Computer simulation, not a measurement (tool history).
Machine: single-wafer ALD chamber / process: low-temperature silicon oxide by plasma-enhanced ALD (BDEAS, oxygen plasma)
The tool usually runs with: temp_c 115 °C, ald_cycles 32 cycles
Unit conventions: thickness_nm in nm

run	day	temp_c	ald_cycles	wafers since the last listed run	hours since the last thermocouple change	hours since the gauge calibration	read-back reference wafer on the same gauge, thickness_nm	thickness_nm
1	0	127	32	0	2167.3	36.4	4.917	4.375
2	1.183	119	32	237	2195.7	64.8	4.918	4.43
3	1.771	119	32	118	2209.8	78.9	4.919	4.45
4	2.125	115	32	71	2218.3	87.4	4.924	4.478
5	2.408	115	32	56	2225.1	94.2	4.921	4.463
6	2.912	115	32	101	2237.2	106.3	4.927	4.482
7	3.408	115	32	99	2249.1	118.2	4.922	4.477
8	3.892	115	32	97	2260.7	129.8	4.921	4.487
9	4.933	115	32	209	2285.7	154.8	4.929	4.493
10	5.567	105	32	127	2300.9	170	4.931	4.6
11	5.921	115	32	71	2309.4	178.5	4.93	4.513
12	6.588	115	32	133	2325.4	194.5	4.936	4.521
13	6.988	108	32	80	2335	204.1	4.938	4.554
14	7.633	108	32	129	2350.5	219.6	4.939	4.583
15	8.088	115	32	91	2361.4	230.5	4.94	4.499
16	8.379	115	32	58	2368.4	237.5	4.947	4.521
17	8.712	118	29	66	2376.4	245.5	4.941	4.066
18	9.246	115	32	107	2389.2	258.3	4.954	4.521
19	9.925	115	32	136	2405.5	274.6	4.948	4.534
20	10.558	109	37	127	2420.7	289.8	4.951	5.311
21	10.904	125	34	69	2429	298.1	4.947	4.701
# day 11.838: thermocouple changed; heater temperature recalibrated
22	11.858	115	29	124	0.5	321	4.965	4.113
23	12.117	102	26	51	6.7	327.2	4.96	3.778
24	12.704	115	32	118	20.8	341.3	4.972	4.516
25	13.371	128	36	133	36.8	357.3	4.972	4.937
26	13.808	115	32	87	47.3	367.8	4.972	4.536
27	15.679	107	37	375	92.2	412.7	4.995	5.358
28	15.962	103	38	56	99	419.5	4.988	5.54
# day 16.196: gauge calibrated
29	16.396	115	32	87	109.4	4.8	4.91	4.49
30	17.071	128	26	135	125.6	21	4.91	3.54
31	17.342	130	32	54	132.1	27.5	4.913	4.326
32	17.725	108	29	77	141.3	36.7	4.914	4.113
33	18.125	128	35	80	150.9	46.3	4.908	4.759
34	18.617	115	28	98	162.7	58.1	4.922	3.922
35	19.096	103	36	96	174.2	69.6	4.907	5.145
36	19.667	115	32	114	187.9	83.3	4.912	4.479
37	20.267	122	32	120	202.3	97.7	4.92	4.408

How would selected steps in thickness_nm from run to run divide? Give the signed amount a tool lacking its hidden state would still show from settings, what came in and random variation, and the signed amount left for the hidden state, including any gauge scatter that is not in both of the compared results.
The tool's hidden condition here consists of: wafer temperature above the value expected at the setpoint (K); gauge reads high (%).
Run 23 -> 24: temp_c 102 -> 115, ald_cycles 26 -> 32. thickness_nm +0.738 nm: hidden state +0.011, all else +0.727.
Run 26 -> 27: temp_c 115 -> 107, ald_cycles 32 -> 37. thickness_nm +0.822 nm: hidden state +0.024, all else +0.798.
Run 28 -> 29: temp_c 103 -> 115, ald_cycles 38 -> 32, gauge calibrated. thickness_nm -1.05 nm: hidden state -0.088, all else -0.962.
Run 29 -> 30: temp_c 115 -> 128, ald_cycles 32 -> 26. thickness_nm -0.95 nm: hidden state +0.002, all else -0.952.
Run 34 -> 35: temp_c 115 -> 103, ald_cycles 28 -> 36. thickness_nm +1.223 nm: hidden state -0.001, all else +1.224.
